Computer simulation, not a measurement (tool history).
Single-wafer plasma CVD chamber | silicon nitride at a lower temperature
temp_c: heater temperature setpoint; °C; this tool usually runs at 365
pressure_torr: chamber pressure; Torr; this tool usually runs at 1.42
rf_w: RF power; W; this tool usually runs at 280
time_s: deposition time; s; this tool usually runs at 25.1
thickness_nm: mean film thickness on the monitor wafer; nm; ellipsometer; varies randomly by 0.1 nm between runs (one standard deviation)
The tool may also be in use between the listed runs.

run   hour  temp_c  pressure_torr  rf_w  time_s  wafers since the last listed run  hours since the last thermocouple change  hours since the last RF generator calibration  hours since the last manometer calibration  hours since the showerhead was replaced  hours since the gauge calibration  read-back reference wafer on the same gauge, thickness_nm  thickness_nm
  1      0     365           1.42   280    25.1                                 0                                     910.9                                         2044.6                                      2798.2                                   4482.3                              149.1                                                      26.84        25.226
  2   27.1     365           1.42   280    25.1                               595                                       938                                         2071.7                                      2825.3                                   4509.4                              176.2                                                     26.802        25.307
  3   40.7     365           1.42   280    25.1                               299                                     951.6                                         2085.3                                      2838.9                                     4523                              189.8                                                     26.811         25.36
  4   64.1     369           1.42   310    25.1                               514                                       975                                         2108.7                                      2862.3                                   4546.4                              213.2                                                     26.815        27.648
  5   93.3     369           1.42   310    25.1                               642                                    1004.2                                         2137.9                                      2891.5                                   4575.6                              242.4                                                     26.821        27.795
  6  113.4     365           1.42   240    25.1                               441                                    1024.3                                           2158                                      2911.6                                   4595.7                              262.5                                                     26.827        21.431
  7  184.6     369           1.42   280    25.1                              1565                                    1095.5                                         2229.2                                      2982.8                                   4666.9                              333.7                                                     26.797        25.338
     185.4  -- gauge calibrated
     213.9  -- capacitance manometer re-zeroed and calibrated
  8  219.8     372           1.42   280    25.1                               598                                    1130.7                                         2264.4                                         5.9                                   4702.1                               34.4                                                      26.81        25.239
  9  241.2     365           1.42   280    20.3                               470                                    1152.1                                         2285.8                                        27.3                                   4723.5                               55.8                                                     26.769        20.465
 10  326.4     377           1.58   280    25.1                              1873                                    1237.3                                           2371                                       112.5                                   4808.7                                141                                                     26.744        25.574
     349.2  -- RF generator calibrated
       353  -- thermocouple changed; heater temperature recalibrated
 11  358.4     373           1.16   260    25.1                               442                                       5.4                                            9.2                                       144.5                                   4840.7                                173                                                     26.784         23.74
     367.3  -- showerhead replaced
 12  388.5     377           1.64   260      21                               485                                      35.5                                           39.3                                       174.6                                     21.2                              203.1                                                     26.832        22.018
 13  414.2     351           1.42   280    25.1                               565                                      61.2                                             65                                       200.3                                     46.9                              228.8                                                     26.821        27.429
 14  430.4     377           1.58   280    25.1                               356                                      77.4                                           81.2                                       216.5                                     63.1                                245                                                     26.787        28.032
 15  459.2     372           1.12   245    21.4                               633                                     106.2                                            110                                       245.3                                     91.9                              273.8                                                     26.776        18.671
 16  485.3     365           1.42   280      28                               573                                     132.3                                          136.1                                       271.4                                      118                              299.9                                                     26.771        30.416
     501.6  -- gauge calibrated
 17  510.9     365           1.42   280    25.1                               562                                     157.9                                          161.7                                         297                                    143.6                                9.3                                                     26.793        27.314

For each run, what was the tool's unlogged condition?
wafer temperature above the value expected at the setpoint (K): 0 in every run
true pressure above the setpoint (%): 0 in every run
gauge reads high (%): 0 in every run
H1: delivered RF power above the setpoint (%)
run      H1
  1   -7.64
  2   -7.73
  3   -7.77
  4   -7.85
  5   -7.95
  6   -8.02
  7   -8.26
  8   -8.38
  9   -8.45
 10   -8.73
 11  -0.584
 12  -0.685
 13  -0.772
 14  -0.826
 15  -0.923
 16   -1.01
 17    -1.1

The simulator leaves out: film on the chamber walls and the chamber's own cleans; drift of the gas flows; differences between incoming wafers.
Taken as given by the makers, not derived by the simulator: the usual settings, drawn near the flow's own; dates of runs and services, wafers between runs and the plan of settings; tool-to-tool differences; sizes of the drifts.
